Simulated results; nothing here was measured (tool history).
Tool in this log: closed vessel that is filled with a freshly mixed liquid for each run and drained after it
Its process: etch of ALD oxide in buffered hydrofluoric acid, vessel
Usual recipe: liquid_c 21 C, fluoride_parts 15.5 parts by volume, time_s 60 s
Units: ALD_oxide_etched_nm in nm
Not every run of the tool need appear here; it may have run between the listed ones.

run	hour	liquid_c	fluoride_parts	time_s	read-back film thickness of the ALD oxide reference wafer, read on the same gauge (nm)	ALD_oxide_etched_nm
1	0	21	15.5	60	89.98	82.52
2	45.5	21	15.5	60	89.95	81.42
3	78.6	21	15.5	60	90.03	83
4	149.5	21	15.5	60	90	82.09
5	208.7	21	19.5	60	89.99	64.42
# hour 252: thermometer replaced
# hour 343.5: hydrofluoric acid flow meter replaced
6	416	21	19.5	60	90	73.4
# hour 451.8: gauge calibrated
7	454.9	17	15.5	60	89.97	73.89
8	482.3	17.5	13	30	90.02	44.38
9	522.4	18	15.5	40	90.04	51.22
10	572.9	21	20.5	60	89.99	69.01
11	607.6	25.5	15.5	70	90.06	135.15
12	646.6	21	18	85	89.95	109.84
13	712	21	15.5	60	90	90.16
# hour 758.1: hydrofluoric acid flow meter replaced
14	758.6	21	15.5	60	89.97	90.1
15	806.9	21	15.5	60	90.01	89.28

Predict each of these 3 candidate next runs independently; none follows another, all start after run 15:
A	807.6	21	15.5	60	?	?
B	807.6	19	15.5	60	?	?
C	807.6	21	18.5	60	?	?

run	read-back film thickness of the ALD oxide reference wafer, read on the same gauge (nm)	ALD_oxide_etched_nm
A	89.97	89.54
B	89.97	79.98
C	89.97	75.21
With no hidden state in the tool, these same runs would have given:
run	ALD_oxide_etched_nm
A	95.06
B	84.98
C	79.85
